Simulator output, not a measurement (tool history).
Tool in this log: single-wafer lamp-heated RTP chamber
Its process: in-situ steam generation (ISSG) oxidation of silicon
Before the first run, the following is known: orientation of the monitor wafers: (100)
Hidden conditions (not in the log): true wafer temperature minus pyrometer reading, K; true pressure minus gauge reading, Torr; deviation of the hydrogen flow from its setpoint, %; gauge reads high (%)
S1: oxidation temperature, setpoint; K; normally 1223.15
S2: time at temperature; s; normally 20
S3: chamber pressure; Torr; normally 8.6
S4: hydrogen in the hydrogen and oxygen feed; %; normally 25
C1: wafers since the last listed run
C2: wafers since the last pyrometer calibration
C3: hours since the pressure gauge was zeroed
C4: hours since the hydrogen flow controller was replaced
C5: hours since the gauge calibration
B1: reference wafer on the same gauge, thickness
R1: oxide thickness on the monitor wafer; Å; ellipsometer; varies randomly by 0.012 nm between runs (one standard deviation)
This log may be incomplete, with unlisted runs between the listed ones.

| run | hour | S1 | S2 | S3 | S4 | C1 | C2 | C3 | C4 | C5 | B1 | R1 |
|---|---|---|---|---|---|---|---|---|---|---|---|---|
| 1 | 0 | 1223.15 | 20 | 9 | 19 | 0 | 2010 | 1691.8 | 3124.2 | 980.9 | 4.519 | 45.47 |
| 2 | 20.2 | 1223.15 | 20 | 9 | 19 | 309 | 2320 | 1712 | 3144.4 | 1001.1 | 4.52 | 45.67 |
| 3 | 52.3 | 1223.15 | 20 | 8.6 | 25 | 492 | 2813 | 1744.1 | 3176.5 | 1033.2 | 4.518 | 48.87 |
| 4 | 79.4 | 1223.15 | 20 | 8.6 | 32 | 415 | 3228 | 1771.2 | 3203.6 | 1060.3 | 4.523 | 51.87 |
| 5 | 102.3 | 1212.15 | 20 | 8.6 | 30 | 351 | 3580 | 1794.1 | 3226.5 | 1083.2 | 4.521 | 49.33 |
|  | 111.7 | pyrometer window cleaned and pyrometer calibrated |
| 6 | 135.6 | 1212.15 | 20 | 8.6 | 30 | 388 | 366 | 1827.4 | 3259.8 | 1116.5 | 4.521 | 49.12 |
| 7 | 170.7 | 1223.15 | 20 | 8.6 | 21 | 538 | 904 | 1862.5 | 3294.9 | 1151.6 | 4.52 | 46.57 |
| 8 | 191.7 | 1223.15 | 20 | 8.6 | 21 | 322 | 1226 | 1883.5 | 3315.9 | 1172.6 | 4.521 | 46.77 |
| 9 | 227.2 | 1223.15 | 20 | 8.6 | 21 | 544 | 1771 | 1919 | 3351.4 | 1208.1 | 4.52 | 46.68 |
|  | 250.4 | gauge calibrated |
| 10 | 252.1 | 1209.15 | 20 | 9.2 | 25 | 382 | 2153 | 1943.9 | 3376.3 | 1.7 | 4.52 | 46.47 |
| 11 | 275.4 | 1209.15 | 20 | 9.2 | 25 | 357 | 2511 | 1967.2 | 3399.6 | 25 | 4.518 | 46.6 |
| 12 | 292.8 | 1223.15 | 20 | 8.6 | 25 | 266 | 2777 | 1984.6 | 3417 | 42.4 | 4.52 | 48.98 |
|  | 326.3 | pyrometer window cleaned and pyrometer calibrated |
| 13 | 340 | 1223.15 | 20 | 8.6 | 25 | 601 | 210 | 2031.8 | 3464.2 | 89.6 | 4.519 | 48.42 |
| 14 | 417.6 | 1205.15 | 20 | 8.6 | 32 | 1190 | 1401 | 2109.4 | 3541.8 | 167.2 | 4.521 | 48.95 |
| 15 | 447.5 | 1230.15 | 20 | 8.6 | 25 | 458 | 1859 | 2139.3 | 3571.7 | 197.1 | 4.521 | 49.79 |
| 16 | 471.4 | 1205.15 | 23 | 9.6 | 25 | 366 | 2226 | 2163.2 | 3595.6 | 221 | 4.52 | 47.98 |
|  | 482.3 | pressure gauge zeroed |
| 17 | 494.7 | 1212.15 | 20 | 8.6 | 25 | 234 | 2461 | 12.4 | 3618.9 | 244.3 | 4.518 | 47.24 |
| 18 | 506.8 | 1223.15 | 20 | 8.6 | 25 | 185 | 2647 | 24.5 | 3631 | 256.4 | 4.521 | 48.81 |
|  | 518.2 | hydrogen flow controller replaced |
| 19 | 522.1 | 1223.15 | 20 | 8.6 | 25 | 111 | 2759 | 39.8 | 3.9 | 271.7 | 4.52 | 48.84 |
|  | 541 | pyrometer window cleaned and pyrometer calibrated |
| 20 | 551.1 | 1223.15 | 20 | 8.6 | 25 | 322 | 154 | 68.8 | 32.9 | 300.7 | 4.522 | 48.22 |
| 21 | 569.6 | 1223.15 | 20 | 8.6 | 25 | 283 | 438 | 87.3 | 51.4 | 319.2 | 4.521 | 48.27 |
| 22 | 599.4 | 1238.15 | 22 | 8.6 | 25 | 457 | 895 | 117.1 | 81.2 | 349 | 4.521 | 52.9 |
| 23 | 624.8 | 1236.15 | 20 | 9.7 | 32 | 389 | 1285 | 142.5 | 106.6 | 374.4 | 4.52 | 52.56 |
| 24 | 657.3 | 1229.15 | 23 | 9.5 | 20 | 498 | 1783 | 175 | 139.1 | 406.9 | 4.518 | 49.25 |
| 25 | 680.8 | 1238.15 | 20 | 8.6 | 30 | 360 | 2144 | 198.5 | 162.6 | 430.4 | 4.519 | 53.33 |
| 26 | 704.8 | 1223.15 | 26 | 8.6 | 19 | 368 | 2512 | 222.5 | 186.6 | 454.4 | 4.521 | 51.53 |
| 27 | 730.4 | 1223.15 | 20 | 8.6 | 25 | 392 | 2905 | 248.1 | 212.2 | 480 | 4.521 | 48.83 |
| 28 | 742.5 | 1223.15 | 20 | 8.2 | 28 | 185 | 3090 | 260.2 | 224.3 | 492.1 | 4.524 | 50.62 |
|  | 758.8 | pyrometer window cleaned and pyrometer calibrated |
| 29 | 762.8 | 1223.15 | 12 | 7.8 | 20 | 188 | 61 | 280.5 | 244.6 | 512.4 | 4.521 | 37.64 |
| 30 | 782 | 1232.15 | 24 | 8.6 | 17 | 294 | 355 | 299.7 | 263.8 | 531.6 | 4.521 | 49.22 |

For some of the steps in R1 from one run to the next: how much would appear even if the tool had no hidden state, given the settings, what came in and random variation, and how much remains for the hidden state plus any gauge scatter that the measured result and the result without hidden state don't share?
Run 12 -> 13: pyrometer window cleaned and pyrometer calibrated. R1 -0.56 Å: hidden state -0.52, all else -0.04.
Run 19 -> 20: pyrometer window cleaned and pyrometer calibrated. R1 -0.62 Å: hidden state -0.6, all else -0.02.
Run 21 -> 22: S1 1223.15 -> 1238.15, S2 20 -> 22. R1 +4.63 Å: hidden state +0.14, all else +4.49.
Run 28 -> 29: S2 20 -> 12, S3 8.2 -> 7.8, S4 28 -> 20, pyrometer window cleaned and pyrometer calibrated. R1 -12.98 Å: hidden state -0.64, all else -12.34.
Run 29 -> 30: S1 1223.15 -> 1232.15, S2 12 -> 24, S3 7.8 -> 8.6, S4 20 -> 17. R1 +11.58 Å: hidden state +0.09, all else +11.49.
